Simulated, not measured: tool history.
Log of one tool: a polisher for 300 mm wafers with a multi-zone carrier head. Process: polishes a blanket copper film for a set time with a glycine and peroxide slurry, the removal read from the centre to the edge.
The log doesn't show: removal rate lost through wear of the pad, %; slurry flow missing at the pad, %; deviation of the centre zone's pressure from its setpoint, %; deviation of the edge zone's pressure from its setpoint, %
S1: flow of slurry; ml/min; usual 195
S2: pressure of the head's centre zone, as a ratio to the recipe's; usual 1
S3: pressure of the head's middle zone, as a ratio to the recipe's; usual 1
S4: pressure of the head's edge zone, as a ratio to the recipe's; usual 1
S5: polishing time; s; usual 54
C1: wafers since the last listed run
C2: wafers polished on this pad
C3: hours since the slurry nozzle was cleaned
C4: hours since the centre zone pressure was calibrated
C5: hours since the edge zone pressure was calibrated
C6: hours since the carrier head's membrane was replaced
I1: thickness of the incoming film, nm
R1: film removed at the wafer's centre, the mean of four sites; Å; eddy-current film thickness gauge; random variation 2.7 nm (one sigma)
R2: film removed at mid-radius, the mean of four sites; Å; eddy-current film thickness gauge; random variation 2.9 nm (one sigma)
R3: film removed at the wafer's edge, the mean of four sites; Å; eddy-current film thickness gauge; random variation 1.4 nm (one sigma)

run	hour	S1	S2	S3	S4	S5	C1	C2	C3	C4	C5	C6	I1	R1	R2	R3
1	0	195	1	0.94	1	54	0	1198	359.2	320.1	1363	1342.8	2360.5	1970	1865	1979
# hour 6.7: centre zone pressure recalibrated
# hour 130.7: edge zone pressure recalibrated
2	160.2	195	1	0.94	1	54	1554	2752	519.4	153.5	29.5	1503	2379.1	1845	1769	1896
3	196.2	195	1	1	1	54	358	3110	555.4	189.5	65.5	1539	2320.2	1827	1874	1879
4	243.6	195	1	1	1	54	471	3582	602.8	236.9	112.9	1586.4	2360.8	1833	1833	1894
# hour 279.8: worn pad replaced by a new one
# hour 299.1: carrier head's membrane replaced by a new one
5	300.4	195	1	1	1	54	475	155	659.6	293.7	169.7	1.3	2357.3	2057	2113	2086
# hour 322.1: slurry nozzle cleaned
6	352.9	195	1	1	1	54	512	668	30.8	346.2	222.2	53.8	2339.3	1971	1974	2043
# hour 357.2: centre zone pressure recalibrated
7	382	195	1	1	1	54	269	937	59.9	24.8	251.3	82.9	2359.9	1969	1963	1992
8	578.8	225	0.91	1	1	42	1958	2896	256.7	221.6	448.1	279.7	2370.5	1335	1532	1501
# hour 596: worn pad replaced by a new one
9	637.7	195	1	1.06	1	37	546	414	315.6	280.5	507	338.6	2337	1375	1519	1407
# hour 693: centre zone pressure recalibrated
10	698	155	1.08	1	1	54	580	995	375.9	5	567.3	398.9	2341.9	2061	1899	1916
11	729.9	220	1	1	1	66	317	1312	407.8	36.9	599.2	430.8	2355	2367	2474	2405
12	755.2	195	1	1	1	54	251	1564	433.1	62.2	624.5	456.1	2325.4	1895	1939	1950
13	780.1	195	1	1	1	54	247	1811	458	87.1	649.4	481	2356.1	1899	1899	1919
# hour 943.9: worn pad replaced by a new one
14	958.2	225	1.05	1	0.92	60	1732	142	636.1	265.2	827.5	659.1	2348.4	2469	2343	2256
# hour 961.7: slurry nozzle cleaned
15	989	195	1	0.92	0.91	54	296	438	27.3	296	858.3	689.9	2345.6	1949	1853	1930
# hour 1024.1: centre zone pressure recalibrated
16	1058.7	195	0.9	1	1	54	673	1112	97	34.6	928	759.6	2320.3	1721	1910	1932
17	1118.4	195	0.95	1	1	54	594	1706	156.7	94.3	987.7	819.3	2335	1770	1880	1903
18	1166.8	195	1	1	1	38	481	2187	205.1	142.7	1036.1	867.7	2370.7	1286	1328	1302
19	1229.9	195	1	1	0.9	60	627	2815	268.2	205.8	1099.2	930.8	2372.7	2011	2068	1971
20	1270.1	195	1	1	1	66	400	3215	308.4	246	1139.4	971	2406.3	2201	2258	2247
21	1322.5	195	1	1	1.12	54	521	3737	360.8	298.4	1191.8	1023.4	2327.3	1771	1856	1940
# hour 1337.7: worn pad replaced by a new one
22	1368.4	195	1	1	1.11	54	416	305	406.7	344.3	1237.7	1069.3	2386.3	2064	2082	2177

4 ways to go on from here, each from the tool as it stands after run 22. What would each give?
A	1368.8	195	1	1	1	54	3	309	407.1	344.7	1238.1	1069.7	2345.3	?	?	?
B	1368.8	225	0.94	0.96	1	54	3	309	407.1	344.7	1238.1	1069.7	2345.3	?	?	?
C	1368.8	230	1	1	0.94	54	3	309	407.1	344.7	1238.1	1069.7	2345.3	?	?	?
D	1368.8	195	1.1	1.06	1	54	3	309	407.1	344.7	1238.1	1069.7	2345.3	?	?	?

run	R1	R2	R3
A	2024	2021	2043
B	1947	1996	2077
C	2080	2071	2025
D	2229	2123	2042
Without the tool's hidden state the same runs would have given:
run	R1	R2	R3
A	2120	2117	2140
B	2040	2091	2176
C	2179	2170	2121
D	2335	2223	2139
